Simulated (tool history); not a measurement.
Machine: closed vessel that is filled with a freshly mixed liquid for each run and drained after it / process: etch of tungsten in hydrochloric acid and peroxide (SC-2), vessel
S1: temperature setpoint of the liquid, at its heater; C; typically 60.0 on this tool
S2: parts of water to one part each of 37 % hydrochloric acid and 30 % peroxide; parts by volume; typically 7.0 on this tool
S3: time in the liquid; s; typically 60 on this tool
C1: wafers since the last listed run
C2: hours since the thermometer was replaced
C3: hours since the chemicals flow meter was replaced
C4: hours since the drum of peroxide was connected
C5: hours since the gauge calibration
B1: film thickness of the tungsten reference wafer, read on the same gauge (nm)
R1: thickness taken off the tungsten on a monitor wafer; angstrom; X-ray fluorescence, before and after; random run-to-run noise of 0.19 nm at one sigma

run,hour,S1,S2,S3,C1,C2,C3,C4,C5,B1,R1
1,0.0,60.0,7.0,75,0,1028.5,255.1,785.0,1941.4,140.01,391.9
# hour 14.7: thermometer replaced
2,39.9,60.0,7.0,75,4614,25.2,295.0,824.9,1981.3,139.99,393.2
3,109.4,60.0,7.0,60,8243,94.7,364.5,894.4,2050.8,139.99,313.6
4,204.1,60.0,7.0,60,11232,189.4,459.2,989.1,2145.5,139.99,309.0
5,272.1,60.0,7.0,60,8065,257.4,527.2,1057.1,2213.5,140.00,309.5
6,312.1,60.0,7.0,60,4744,297.4,567.2,1097.1,2253.5,139.98,309.3
# hour 328.4: gauge calibrated
# hour 335.4: chemicals flow meter replaced
7,415.6,60.0,7.0,40,12157,400.9,80.2,1200.6,87.2,140.01,205.7
# hour 478.9: new drum of peroxide connected
8,484.8,60.0,7.0,40,8089,470.1,149.4,5.9,156.4,140.00,220.9
9,547.6,60.0,7.0,60,7448,532.9,212.2,68.7,219.2,140.02,323.5
10,641.8,60.0,7.0,60,11173,627.1,306.4,162.9,313.4,140.00,325.5
11,696.9,60.0,7.0,60,6535,682.2,361.5,218.0,368.5,139.99,326.3
12,734.6,60.0,7.0,60,4471,719.9,399.2,255.7,406.2,140.00,320.5
13,816.3,60.0,7.0,70,9690,801.6,480.9,337.4,487.9,139.97,379.5
14,905.1,60.0,7.0,60,10532,890.4,569.7,426.2,576.7,140.01,320.9
# hour 943.9: chemicals flow meter replaced
15,957.7,64.5,7.0,60,6120,943.0,13.8,478.8,629.3,140.04,426.4
16,1035.4,57.0,8.0,30,9216,1020.7,91.5,556.5,707.0,140.01,119.1
# hour 1062.6: thermometer replaced
17,1076.9,55.0,7.0,60,4803,14.3,133.0,598.0,748.5,140.01,231.7
18,1175.7,60.0,5.0,60,11718,113.1,231.8,696.8,847.3,139.99,409.7
19,1214.8,60.0,7.0,35,4637,152.2,270.9,735.9,886.4,140.02,185.2
20,1280.5,60.0,7.0,60,7792,217.9,336.6,801.6,952.1,139.97,318.3
21,1360.8,60.0,4.5,60,9524,298.2,416.9,881.9,1032.4,140.01,440.5
22,1430.4,60.0,7.0,60,8255,367.8,486.5,951.5,1102.0,140.00,314.6
23,1483.8,57.0,4.5,60,6333,421.2,539.9,1004.9,1155.4,140.01,361.2
# hour 1533.3: chemicals flow meter replaced
24,1583.1,69.5,9.0,60,11659,520.5,49.8,1104.2,1254.7,140.01,457.7
25,1630.0,60.0,7.0,60,5562,567.4,96.7,1151.1,1301.6,139.98,308.6
26,1726.4,65.0,9.0,60,11434,663.8,193.1,1247.5,1398.0,139.99,342.3
27,1826.2,60.0,7.0,60,11837,763.6,292.9,1347.3,1497.8,140.01,305.9
28,1873.6,60.0,7.0,60,5622,811.0,340.3,1394.7,1545.2,140.01,306.1
29,1912.1,60.0,7.0,60,4566,849.5,378.8,1433.2,1583.7,139.99,303.4
30,1951.2,60.0,4.0,60,4637,888.6,417.9,1472.3,1622.8,139.98,463.1
31,1996.6,60.0,7.0,60,5385,934.0,463.3,1517.7,1668.2,140.03,308.3

Had the tool no unlogged condition, and each run kept its random variation, what would the results have been?
What the log doesn't record here: liquid hotter than its thermometer reads (K); chemicals flow below the setpoint (%); peroxide weaker than its label (%); gauge reads high (%).
run,R1
1,411.3
2,413.6
3,330.9
4,327.6
5,329.2
6,329.7
7,220.3
8,221.8
9,325.8
10,329.3
11,330.8
12,325.6
13,387.0
14,328.6
15,437.7
16,122.8
17,239.2
18,424.4
19,192.5
20,331.9
21,460.0
22,330.4
23,379.4
24,484.8
25,327.2
26,365.2
27,327.6
28,328.6
29,326.3
30,496.8
31,332.9
